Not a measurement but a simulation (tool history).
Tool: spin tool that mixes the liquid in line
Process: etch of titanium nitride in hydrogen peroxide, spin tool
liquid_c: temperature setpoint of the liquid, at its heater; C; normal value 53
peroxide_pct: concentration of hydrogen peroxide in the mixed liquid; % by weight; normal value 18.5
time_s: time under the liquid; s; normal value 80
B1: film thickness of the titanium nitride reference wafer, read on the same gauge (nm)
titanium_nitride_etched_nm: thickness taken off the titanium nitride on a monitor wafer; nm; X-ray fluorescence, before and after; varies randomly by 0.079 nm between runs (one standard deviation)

run 1 hour=0 | liquid_c=53 peroxide_pct=21.5 time_s=80 | B1=59.99 | titanium_nitride_etched_nm=8.39
run 2 hour=13.2 | liquid_c=53 peroxide_pct=21.5 time_s=80 | B1=60.02 | titanium_nitride_etched_nm=8.36
run 3 hour=37.4 | liquid_c=53 peroxide_pct=21.5 time_s=80 | B1=60.04 | titanium_nitride_etched_nm=8.44
run 4 hour=66.7 | liquid_c=53 peroxide_pct=18.5 time_s=80 | B1=59.99 | titanium_nitride_etched_nm=8.07
run 5 hour=82.6 | liquid_c=53 peroxide_pct=18.5 time_s=80 | B1=60.01 | titanium_nitride_etched_nm=8.07
run 6 hour=149.9 | liquid_c=53 peroxide_pct=18.5 time_s=95 | B1=60.03 | titanium_nitride_etched_nm=9.54
run 7 hour=169 | liquid_c=53 peroxide_pct=21 time_s=80 | B1=59.98 | titanium_nitride_etched_nm=8.15
run 8 hour=192.9 | liquid_c=53 peroxide_pct=21 time_s=80 | B1=59.99 | titanium_nitride_etched_nm=8.3
run 9 hour=214.5 | liquid_c=60.5 peroxide_pct=18.5 time_s=80 | B1=60 | titanium_nitride_etched_nm=13.56
run 10 hour=280.9 | liquid_c=45 peroxide_pct=18.5 time_s=60 | B1=60.01 | titanium_nitride_etched_nm=3.37
run 11 hour=307.2 | liquid_c=53 peroxide_pct=18.5 time_s=80 | B1=60 | titanium_nitride_etched_nm=8.07
run 12 hour=321 | liquid_c=53 peroxide_pct=18.5 time_s=80 | B1=60.01 | titanium_nitride_etched_nm=8.08
run 13 hour=353.4 | liquid_c=53 peroxide_pct=18.5 time_s=80 | B1=60 | titanium_nitride_etched_nm=7.98
run 14 hour=423.6 | liquid_c=62.5 peroxide_pct=22 time_s=105 | B1=59.99 | titanium_nitride_etched_nm=21.29
run 15 hour=436.1 | liquid_c=48.5 peroxide_pct=18.5 time_s=65 | B1=59.95 | titanium_nitride_etched_nm=4.7
run 16 hour=455.9 | liquid_c=44.5 peroxide_pct=18.5 time_s=55 | B1=59.97 | titanium_nitride_etched_nm=3.01
run 17 hour=483.9 | liquid_c=53 peroxide_pct=20.5 time_s=30 | B1=60 | titanium_nitride_etched_nm=3.13
run 18 hour=500.2 | liquid_c=50 peroxide_pct=18.5 time_s=100 | B1=60.01 | titanium_nitride_etched_nm=8.15
run 19 hour=520.8 | liquid_c=43.5 peroxide_pct=22 time_s=80 | B1=60.03 | titanium_nitride_etched_nm=4.15
run 20 hour=553.3 | liquid_c=53 peroxide_pct=18.5 time_s=80 | B1=60 | titanium_nitride_etched_nm=7.99
run 21 hour=570 | liquid_c=53 peroxide_pct=18.5 time_s=100 | B1=59.99 | titanium_nitride_etched_nm=10.07
run 22 hour=597.6 | liquid_c=53 peroxide_pct=18.5 time_s=80 | B1=59.98 | titanium_nitride_etched_nm=8.07
run 23 hour=632 | liquid_c=46 peroxide_pct=24 time_s=80 | B1=60.01 | titanium_nitride_etched_nm=5.18

Removed from this log: 6 entries logged between the listed runs. Between which two listed runs does each belong, and how does the tool's hidden state at the listed run before it compare with that at the listed run after it?
From run 4 to run 5: gauge calibrated (hour 82.3)
  nothing in the hidden state changes from one run to the other
From run 9 to run 10: new drum of peroxide connected (hour 228.3); heated supply line repaired (hour 228.9)
  nothing in the hidden state changes from one run to the other
From run 10 to run 11: peroxide flow meter replaced (hour 303.5)
  nothing in the hidden state changes from one run to the other
From run 13 to run 14: gauge calibrated (hour 386.2)
  nothing in the hidden state changes from one run to the other
From run 17 to run 18: thermometer replaced (hour 499.7)
  nothing in the hidden state changes from one run to the other

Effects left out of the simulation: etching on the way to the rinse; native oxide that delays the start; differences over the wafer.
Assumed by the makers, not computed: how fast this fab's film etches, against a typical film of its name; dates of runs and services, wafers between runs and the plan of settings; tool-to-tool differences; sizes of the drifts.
